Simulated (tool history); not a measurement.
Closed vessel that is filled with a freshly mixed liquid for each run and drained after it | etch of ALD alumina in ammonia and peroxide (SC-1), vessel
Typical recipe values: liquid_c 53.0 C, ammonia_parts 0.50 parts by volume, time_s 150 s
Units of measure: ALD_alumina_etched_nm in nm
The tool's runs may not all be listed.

run	hour	liquid_c	ammonia_parts	time_s	read-back film thickness of the ALD alumina reference wafer, read on the same gauge (nm)	ALD_alumina_etched_nm
1	0.0	53.0	0.50	150	79.98	12.30
2	15.5	53.0	0.50	150	79.99	12.03
3	49.4	53.0	0.50	150	79.98	12.15
4	63.9	53.0	0.50	90	80.01	7.44
5	73.0	53.0	0.50	90	80.02	7.35
# hour 78.7: ammonia flow meter replaced
6	86.1	53.0	0.50	90	80.01	7.39
7	97.4	53.0	0.50	150	79.98	12.26
# hour 107.5: new drum of ammonia solution connected
# hour 111.2: thermometer replaced
# hour 124.7: gauge calibrated
8	147.4	53.0	0.50	150	80.00	12.73
9	158.4	53.0	0.50	150	79.99	12.95
10	169.7	61.5	0.60	150	79.99	20.15
11	177.9	46.0	0.65	150	80.03	9.05
12	184.1	53.0	0.60	150	79.95	13.14
13	199.8	46.0	0.60	60	79.98	3.61
14	214.2	53.0	0.50	90	79.98	7.74
15	229.8	44.5	0.50	240	79.97	13.05
# hour 235.5: thermometer replaced, repeated, since the last time left the tool worse
16	242.6	58.5	0.30	80	79.99	8.13
17	253.8	62.5	0.50	150	79.97	19.38
18	261.2	53.0	0.50	150	80.01	11.88
19	274.2	50.0	0.70	110	80.03	7.64
20	284.0	53.0	0.50	150	80.04	11.88
21	301.2	46.0	0.35	75	80.00	3.89
22	308.9	61.5	0.35	150	80.00	17.90
23	323.1	55.5	0.60	110	80.04	10.05
24	339.4	58.0	0.70	225	80.00	24.30
25	346.0	58.0	0.75	150	80.03	16.20
26	353.3	53.0	0.50	150	80.04	11.95
27	359.8	53.0	0.50	90	80.00	7.13
28	384.4	45.5	0.65	150	79.96	8.12
29	391.1	53.0	0.40	75	79.97	5.86

Predict each of these 4 candidate next runs independently; none follows another, all start after run 29:
A	391.8	53.0	0.50	150	?	?
B	391.8	53.0	0.65	150	?	?
C	391.8	46.0	0.50	150	?	?
D	391.8	44.5	0.50	70	?	?

run	read-back film thickness of the ALD alumina reference wafer, read on the same gauge (nm)	ALD_alumina_etched_nm
A	80.01	11.98
B	80.01	12.28
C	80.01	8.15
D	80.01	3.49
The same runs, with their run-to-run variation unchanged, on a tool lacking any hidden condition would have given:
run	ALD_alumina_etched_nm
A	11.75
B	12.04
C	7.98
D	3.42
